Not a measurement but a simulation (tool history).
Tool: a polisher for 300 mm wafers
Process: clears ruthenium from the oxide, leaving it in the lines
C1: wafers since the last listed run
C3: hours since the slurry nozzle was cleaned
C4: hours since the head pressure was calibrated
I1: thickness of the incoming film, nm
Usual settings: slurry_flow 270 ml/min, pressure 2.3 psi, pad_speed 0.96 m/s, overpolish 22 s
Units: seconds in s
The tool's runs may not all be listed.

run 1 hour=0.0 | slurry_flow=270 pressure=2.3 pad_speed=0.96 overpolish=22 | C1=0 wafers_polished_on_this_pad=1515 C3=259.3 C4=71.7 | I1=160.2 | seconds=115.5
run 2 hour=287.0 | slurry_flow=270 pressure=2.3 pad_speed=0.96 overpolish=22 | C1=1353 wafers_polished_on_this_pad=2869 C3=546.3 C4=358.7 | I1=158.6 | seconds=114.3
run 3 hour=384.0 | slurry_flow=270 pressure=2.3 pad_speed=0.96 overpolish=22 | C1=457 wafers_polished_on_this_pad=3326 C3=643.3 C4=455.7 | I1=161.2 | seconds=115.0
-- hour=419.8 worn pad replaced by a new one
run 4 hour=430.7 | slurry_flow=270 pressure=2.3 pad_speed=1.06 overpolish=22 | C1=201 wafers_polished_on_this_pad=51 C3=690.0 C4=502.4 | I1=158.5 | seconds=102.6
run 5 hour=474.7 | slurry_flow=270 pressure=2.3 pad_speed=1.06 overpolish=22 | C1=207 wafers_polished_on_this_pad=258 C3=734.0 C4=546.4 | I1=162.3 | seconds=103.8
run 6 hour=549.4 | slurry_flow=270 pressure=2.3 pad_speed=0.96 overpolish=22 | C1=352 wafers_polished_on_this_pad=611 C3=808.7 C4=621.1 | I1=159.4 | seconds=116.0
-- hour=609.5 slurry nozzle cleaned
run 7 hour=625.7 | slurry_flow=270 pressure=2.3 pad_speed=0.96 overpolish=22 | C1=355 wafers_polished_on_this_pad=966 C3=16.2 C4=697.4 | I1=158.2 | seconds=104.5
run 8 hour=714.4 | slurry_flow=270 pressure=2.3 pad_speed=0.96 overpolish=22 | C1=418 wafers_polished_on_this_pad=1384 C3=104.9 C4=786.1 | I1=159.6 | seconds=115.0
-- hour=745.0 head pressure recalibrated
run 9 hour=771.4 | slurry_flow=270 pressure=2.3 pad_speed=0.96 overpolish=22 | C1=259 wafers_polished_on_this_pad=1643 C3=161.9 C4=26.4 | I1=158.3 | seconds=120.9
run 10 hour=851.1 | slurry_flow=270 pressure=2.3 pad_speed=0.96 overpolish=22 | C1=375 wafers_polished_on_this_pad=2019 C3=241.6 C4=106.1 | I1=160.0 | seconds=121.7
run 11 hour=943.2 | slurry_flow=270 pressure=1.8 pad_speed=1.08 overpolish=22 | C1=434 wafers_polished_on_this_pad=2454 C3=333.7 C4=198.2 | I1=160.9 | seconds=133.9
run 12 hour=1038.1 | slurry_flow=270 pressure=1.8 pad_speed=1.08 overpolish=22 | C1=447 wafers_polished_on_this_pad=2901 C3=428.6 C4=293.1 | I1=157.0 | seconds=129.2
run 13 hour=1100.1 | slurry_flow=270 pressure=2.3 pad_speed=0.96 overpolish=22 | C1=292 wafers_polished_on_this_pad=3194 C3=490.6 C4=355.1 | I1=161.5 | seconds=118.0
run 14 hour=1201.4 | slurry_flow=270 pressure=2.3 pad_speed=0.96 overpolish=22 | C1=477 wafers_polished_on_this_pad=3671 C3=591.9 C4=456.4 | I1=160.5 | seconds=114.9
run 15 hour=1268.2 | slurry_flow=270 pressure=2.8 pad_speed=0.96 overpolish=26 | C1=315 wafers_polished_on_this_pad=3986 C3=658.7 C4=523.2 | I1=160.4 | seconds=93.7
-- hour=1320.0 worn pad replaced by a new one, of another model than before
-- hour=1329.4 slurry nozzle cleaned
run 16 hour=1343.6 | slurry_flow=270 pressure=2.3 pad_speed=0.96 overpolish=30 | C1=332 wafers_polished_on_this_pad=106 C3=14.2 C4=598.6 | I1=161.4 | seconds=115.2
run 17 hour=1423.0 | slurry_flow=350 pressure=2.9 pad_speed=1.08 overpolish=16 | C1=374 wafers_polished_on_this_pad=481 C3=93.6 C4=678.0 | I1=162.3 | seconds=86.3
run 18 hour=1504.9 | slurry_flow=270 pressure=2.5 pad_speed=1.08 overpolish=33 | C1=386 wafers_polished_on_this_pad=867 C3=175.5 C4=759.9 | I1=160.4 | seconds=97.9
run 19 hour=1598.0 | slurry_flow=270 pressure=2.3 pad_speed=0.96 overpolish=22 | C1=439 wafers_polished_on_this_pad=1306 C3=268.6 C4=853.0 | I1=162.9 | seconds=113.5
-- hour=1625.1 head pressure recalibrated
run 20 hour=1667.4 | slurry_flow=270 pressure=2.3 pad_speed=0.96 overpolish=22 | C1=317 wafers_polished_on_this_pad=1624 C3=338.0 C4=42.3 | I1=158.8 | seconds=120.0
run 21 hour=1756.6 | slurry_flow=230 pressure=2.9 pad_speed=0.96 overpolish=33 | C1=420 wafers_polished_on_this_pad=2045 C3=427.2 C4=131.5 | I1=159.0 | seconds=102.0
run 22 hour=1838.8 | slurry_flow=230 pressure=2.9 pad_speed=0.96 overpolish=33 | C1=387 wafers_polished_on_this_pad=2432 C3=509.4 C4=213.7 | I1=162.4 | seconds=109.1
run 23 hour=1972.5 | slurry_flow=205 pressure=2.7 pad_speed=0.96 overpolish=22 | C1=630 wafers_polished_on_this_pad=3063 C3=643.1 C4=347.4 | I1=162.7 | seconds=113.6
-- hour=2026.2 worn pad replaced by a new one
run 24 hour=2048.2 | slurry_flow=270 pressure=2.3 pad_speed=0.82 overpolish=25 | C1=338 wafers_polished_on_this_pad=103 C3=718.8 C4=423.1 | I1=158.5 | seconds=130.7
-- hour=2070.9 slurry nozzle cleaned
run 25 hour=2143.8 | slurry_flow=270 pressure=1.9 pad_speed=0.96 overpolish=26 | C1=446 wafers_polished_on_this_pad=549 C3=72.9 C4=518.7 | I1=159.5 | seconds=129.7
run 26 hour=2244.7 | slurry_flow=365 pressure=2.7 pad_speed=0.86 overpolish=29 | C1=475 wafers_polished_on_this_pad=1025 C3=173.8 C4=619.6 | I1=160.5 | seconds=111.6
run 27 hour=2334.8 | slurry_flow=270 pressure=2.3 pad_speed=0.96 overpolish=22 | C1=424 wafers_polished_on_this_pad=1450 C3=263.9 C4=709.7 | I1=160.8 | seconds=113.6
run 28 hour=2426.8 | slurry_flow=270 pressure=3.0 pad_speed=1.28 overpolish=22 | C1=433 wafers_polished_on_this_pad=1884 C3=355.9 C4=801.7 | I1=158.2 | seconds=76.0
-- hour=2437.5 head pressure recalibrated
run 29 hour=2527.7 | slurry_flow=270 pressure=2.3 pad_speed=0.96 overpolish=22 | C1=466 wafers_polished_on_this_pad=2350 C3=456.8 C4=90.2 | I1=159.5 | seconds=121.0
run 30 hour=2678.8 | slurry_flow=205 pressure=2.7 pad_speed=0.96 overpolish=22 | C1=712 wafers_polished_on_this_pad=3063 C3=607.9 C4=241.3 | I1=157.6 | seconds=111.6
run 31 hour=2779.6 | slurry_flow=270 pressure=2.3 pad_speed=0.96 overpolish=14 | C1=475 wafers_polished_on_this_pad=3538 C3=708.7 C4=342.1 | I1=160.0 | seconds=123.7
-- hour=2803.2 slurry nozzle cleaned
-- hour=2838.1 worn pad replaced by a new one
run 32 hour=2870.9 | slurry_flow=270 pressure=2.3 pad_speed=0.96 overpolish=22 | C1=407 wafers_polished_on_this_pad=154 C3=67.7 C4=433.4 | I1=160.3 | seconds=118.9
run 33 hour=2966.0 | slurry_flow=270 pressure=2.3 pad_speed=0.96 overpolish=22 | C1=448 wafers_polished_on_this_pad=603 C3=162.8 C4=528.5 | I1=162.0 | seconds=116.9
run 34 hour=3027.3 | slurry_flow=300 pressure=1.7 pad_speed=0.96 overpolish=34 | C1=289 wafers_polished_on_this_pad=892 C3=224.1 C4=589.8 | I1=158.0 | seconds=135.6
run 35 hour=3132.9 | slurry_flow=270 pressure=2.5 pad_speed=0.96 overpolish=22 | C1=498 wafers_polished_on_this_pad=1390 C3=329.7 C4=695.4 | I1=158.3 | seconds=106.5
run 36 hour=3187.8 | slurry_flow=320 pressure=2.3 pad_speed=1.12 overpolish=13 | C1=258 wafers_polished_on_this_pad=1649 C3=384.6 C4=750.3 | I1=158.3 | seconds=97.6

The same runs without the tool's hidden state, with the same run-to-run variation:
The hidden state here: removal rate lost through wear of the pad, %; slurry flow missing at the pad, %; deviation of the head's pressure from its setpoint, %.
run=1 seconds=117.3
run=2 seconds=120.2
run=3 seconds=122.4
run=4 seconds=109.9
run=5 seconds=111.7
run=6 seconds=125.9
run=7 seconds=114.5
run=8 seconds=127.2
run=9 seconds=122.3
run=10 seconds=124.3
run=11 seconds=138.3
run=12 seconds=135.0
run=13 seconds=124.3
run=14 seconds=122.4
run=15 seconds=100.7
run=16 seconds=121.8
run=17 seconds=91.8
run=18 seconds=104.9
run=19 seconds=122.5
run=20 seconds=119.5
run=21 seconds=102.3
run=22 seconds=110.3
run=23 seconds=116.1
run=24 seconds=134.4
run=25 seconds=134.4
run=26 seconds=116.7
run=27 seconds=119.7
run=28 seconds=80.7
run=29 seconds=122.1
run=30 seconds=114.0
run=31 seconds=127.6
run=32 seconds=123.5
run=33 seconds=122.4
run=34 seconds=142.7
run=35 seconds=113.0
run=36 seconds=104.1
